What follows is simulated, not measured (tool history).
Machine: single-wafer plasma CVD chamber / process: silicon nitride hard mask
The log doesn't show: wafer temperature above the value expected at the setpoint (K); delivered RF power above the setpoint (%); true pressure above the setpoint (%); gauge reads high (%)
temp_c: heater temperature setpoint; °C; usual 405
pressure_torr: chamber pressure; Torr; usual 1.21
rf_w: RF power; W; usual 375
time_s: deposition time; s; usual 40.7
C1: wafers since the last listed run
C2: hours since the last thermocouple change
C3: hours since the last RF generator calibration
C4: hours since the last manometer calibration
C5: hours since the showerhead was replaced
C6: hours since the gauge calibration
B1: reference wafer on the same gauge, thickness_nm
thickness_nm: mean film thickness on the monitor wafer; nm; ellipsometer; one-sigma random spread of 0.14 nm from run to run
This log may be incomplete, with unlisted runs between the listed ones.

{"run": 1, "hour": 0.0, "temp_c": 405, "pressure_torr": 1.21, "rf_w": 375, "time_s": 40.7, "C1": 0, "C2": 390.9, "C3": 417.3, "C4": 1137.7, "C5": 7920.5, "C6": 79.0, "B1": 45.993, "thickness_nm": 42.365}
{"run": 2, "hour": 58.1, "temp_c": 405, "pressure_torr": 1.45, "rf_w": 375, "time_s": 40.7, "C1": 1059, "C2": 449.0, "C3": 475.4, "C4": 1195.8, "C5": 7978.6, "C6": 137.1, "B1": 45.984, "thickness_nm": 43.859}
{"run": 3, "hour": 102.2, "temp_c": 405, "pressure_torr": 1.21, "rf_w": 375, "time_s": 40.7, "C1": 804, "C2": 493.1, "C3": 519.5, "C4": 1239.9, "C5": 8022.7, "C6": 181.2, "B1": 46.027, "thickness_nm": 41.988}
{"hour": 153.3, "done": "showerhead replaced"}
{"run": 4, "hour": 155.1, "temp_c": 405, "pressure_torr": 1.21, "rf_w": 375, "time_s": 40.7, "C1": 818, "C2": 546.0, "C3": 572.4, "C4": 1292.8, "C5": 1.8, "C6": 234.1, "B1": 46.014, "thickness_nm": 41.883}
{"run": 5, "hour": 197.9, "temp_c": 405, "pressure_torr": 1.21, "rf_w": 375, "time_s": 40.7, "C1": 780, "C2": 588.8, "C3": 615.2, "C4": 1335.6, "C5": 44.6, "C6": 276.9, "B1": 45.989, "thickness_nm": 41.835}
{"run": 6, "hour": 237.1, "temp_c": 405, "pressure_torr": 1.21, "rf_w": 375, "time_s": 40.7, "C1": 714, "C2": 628.0, "C3": 654.4, "C4": 1374.8, "C5": 83.8, "C6": 316.1, "B1": 45.993, "thickness_nm": 41.613}
{"hour": 382.4, "done": "RF generator calibrated"}
{"run": 7, "hour": 382.9, "temp_c": 405, "pressure_torr": 1.21, "rf_w": 375, "time_s": 40.7, "C1": 2512, "C2": 773.8, "C3": 0.5, "C4": 1520.6, "C5": 229.6, "C6": 461.9, "B1": 46.04, "thickness_nm": 42.148}
{"run": 8, "hour": 419.1, "temp_c": 397, "pressure_torr": 1.11, "rf_w": 325, "time_s": 38.1, "C1": 660, "C2": 810.0, "C3": 36.7, "C4": 1556.8, "C5": 265.8, "C6": 498.1, "B1": 46.013, "thickness_nm": 34.265}
{"run": 9, "hour": 476.8, "temp_c": 405, "pressure_torr": 1.21, "rf_w": 375, "time_s": 40.7, "C1": 1052, "C2": 867.7, "C3": 94.4, "C4": 1614.5, "C5": 323.5, "C6": 555.8, "B1": 45.966, "thickness_nm": 42.221}
{"run": 10, "hour": 559.5, "temp_c": 405, "pressure_torr": 1.51, "rf_w": 375, "time_s": 40.7, "C1": 1507, "C2": 950.4, "C3": 177.1, "C4": 1697.2, "C5": 406.2, "C6": 638.5, "B1": 46.028, "thickness_nm": 43.998}
{"run": 11, "hour": 607.5, "temp_c": 391, "pressure_torr": 1.21, "rf_w": 375, "time_s": 40.7, "C1": 875, "C2": 998.4, "C3": 225.1, "C4": 1745.2, "C5": 454.2, "C6": 686.5, "B1": 45.955, "thickness_nm": 42.205}
{"run": 12, "hour": 659.9, "temp_c": 396, "pressure_torr": 1.21, "rf_w": 375, "time_s": 40.7, "C1": 955, "C2": 1050.8, "C3": 277.5, "C4": 1797.6, "C5": 506.6, "C6": 738.9, "B1": 45.996, "thickness_nm": 42.021}
{"hour": 848.5, "done": "capacitance manometer re-zeroed and calibrated"}
{"run": 13, "hour": 855.2, "temp_c": 401, "pressure_torr": 1.0, "rf_w": 375, "time_s": 35.2, "C1": 3415, "C2": 1246.1, "C3": 472.8, "C4": 6.7, "C5": 701.9, "C6": 934.2, "B1": 45.996, "thickness_nm": 35.596}
{"run": 14, "hour": 897.5, "temp_c": 391, "pressure_torr": 1.21, "rf_w": 375, "time_s": 40.7, "C1": 771, "C2": 1288.4, "C3": 515.1, "C4": 49.0, "C5": 744.2, "C6": 976.5, "B1": 45.997, "thickness_nm": 43.092}
{"run": 15, "hour": 945.2, "temp_c": 405, "pressure_torr": 1.46, "rf_w": 405, "time_s": 44.4, "C1": 869, "C2": 1336.1, "C3": 562.8, "C4": 96.7, "C5": 791.9, "C6": 1024.2, "B1": 45.982, "thickness_nm": 51.58}
{"run": 16, "hour": 974.9, "temp_c": 396, "pressure_torr": 1.21, "rf_w": 325, "time_s": 38.3, "C1": 541, "C2": 1365.8, "C3": 592.5, "C4": 126.4, "C5": 821.6, "C6": 1053.9, "B1": 46.017, "thickness_nm": 34.727}
{"run": 17, "hour": 1019.3, "temp_c": 397, "pressure_torr": 1.31, "rf_w": 320, "time_s": 40.7, "C1": 809, "C2": 1410.2, "C3": 636.9, "C4": 170.8, "C5": 866.0, "C6": 1098.3, "B1": 46.014, "thickness_nm": 37.01}
{"run": 18, "hour": 1046.4, "temp_c": 405, "pressure_torr": 1.21, "rf_w": 375, "time_s": 40.7, "C1": 494, "C2": 1437.3, "C3": 664.0, "C4": 197.9, "C5": 893.1, "C6": 1125.4, "B1": 45.984, "thickness_nm": 42.273}
{"run": 19, "hour": 1090.6, "temp_c": 398, "pressure_torr": 0.92, "rf_w": 375, "time_s": 40.7, "C1": 805, "C2": 1481.5, "C3": 708.2, "C4": 242.1, "C5": 937.3, "C6": 1169.6, "B1": 46.002, "thickness_nm": 39.848}
{"run": 20, "hour": 1133.4, "temp_c": 405, "pressure_torr": 1.21, "rf_w": 375, "time_s": 32.8, "C1": 780, "C2": 1524.3, "C3": 751.0, "C4": 284.9, "C5": 980.1, "C6": 1212.4, "B1": 45.998, "thickness_nm": 33.754}
{"hour": 1193.2, "done": "thermocouple changed; heater temperature recalibrated"}
{"run": 21, "hour": 1198.9, "temp_c": 405, "pressure_torr": 1.21, "rf_w": 375, "time_s": 40.7, "C1": 1048, "C2": 5.7, "C3": 816.5, "C4": 350.4, "C5": 1045.6, "C6": 1277.9, "B1": 46.01, "thickness_nm": 41.771}
{"hour": 1247.9, "done": "RF generator calibrated"}
{"run": 22, "hour": 1248.4, "temp_c": 405, "pressure_torr": 1.21, "rf_w": 375, "time_s": 40.7, "C1": 756, "C2": 55.2, "C3": 0.5, "C4": 399.9, "C5": 1095.1, "C6": 1327.4, "B1": 46.024, "thickness_nm": 42.671}
{"run": 23, "hour": 1311.7, "temp_c": 410, "pressure_torr": 1.38, "rf_w": 395, "time_s": 37.6, "C1": 1154, "C2": 118.5, "C3": 63.8, "C4": 463.2, "C5": 1158.4, "C6": 1390.7, "B1": 45.98, "thickness_nm": 42.523}
{"run": 24, "hour": 1339.4, "temp_c": 405, "pressure_torr": 1.21, "rf_w": 375, "time_s": 40.7, "C1": 505, "C2": 146.2, "C3": 91.5, "C4": 490.9, "C5": 1186.1, "C6": 1418.4, "B1": 45.983, "thickness_nm": 42.684}
{"run": 25, "hour": 1390.8, "temp_c": 413, "pressure_torr": 1.21, "rf_w": 375, "time_s": 43.8, "C1": 937, "C2": 197.6, "C3": 142.9, "C4": 542.3, "C5": 1237.5, "C6": 1469.8, "B1": 46.043, "thickness_nm": 45.797}
{"run": 26, "hour": 1571.9, "temp_c": 405, "pressure_torr": 1.21, "rf_w": 430, "time_s": 40.7, "C1": 3302, "C2": 378.7, "C3": 324.0, "C4": 723.4, "C5": 1418.6, "C6": 1650.9, "B1": 46.014, "thickness_nm": 47.725}
{"run": 27, "hour": 1642.8, "temp_c": 405, "pressure_torr": 1.21, "rf_w": 375, "time_s": 40.7, "C1": 1292, "C2": 449.6, "C3": 394.9, "C4": 794.3, "C5": 1489.5, "C6": 1721.8, "B1": 45.963, "thickness_nm": 42.548}
{"run": 28, "hour": 1853.2, "temp_c": 417, "pressure_torr": 1.31, "rf_w": 325, "time_s": 40.7, "C1": 3836, "C2": 660.0, "C3": 605.3, "C4": 1004.7, "C5": 1699.9, "C6": 1932.2, "B1": 45.997, "thickness_nm": 36.935}
{"run": 29, "hour": 1878.8, "temp_c": 405, "pressure_torr": 1.21, "rf_w": 375, "time_s": 40.7, "C1": 466, "C2": 685.6, "C3": 630.9, "C4": 1030.3, "C5": 1725.5, "C6": 1957.8, "B1": 46.031, "thickness_nm": 41.89}

Hidden state or all else? Some run-to-run changes of thickness_nm, split into what the settings, what came in and random variation would give without the hidden state, and what is left for the hidden state (with any gauge scatter that isn't in both results):
Run 6 -> 7: RF generator calibrated. thickness_nm +0.535 nm: hidden state +0.615, all else -0.080.
Run 14 -> 15: temp_c 391 -> 405, pressure_torr 1.21 -> 1.46, rf_w 375 -> 405, time_s 40.7 -> 44.4. thickness_nm +8.488 nm: hidden state -0.163, all else +8.651.
Run 15 -> 16: temp_c 405 -> 396, pressure_torr 1.46 -> 1.21, rf_w 405 -> 325, time_s 44.4 -> 38.3. thickness_nm -16.853 nm: hidden state +0.104, all else -16.957.
Run 21 -> 22: RF generator calibrated. thickness_nm +0.900 nm: hidden state +1.144, all else -0.244.
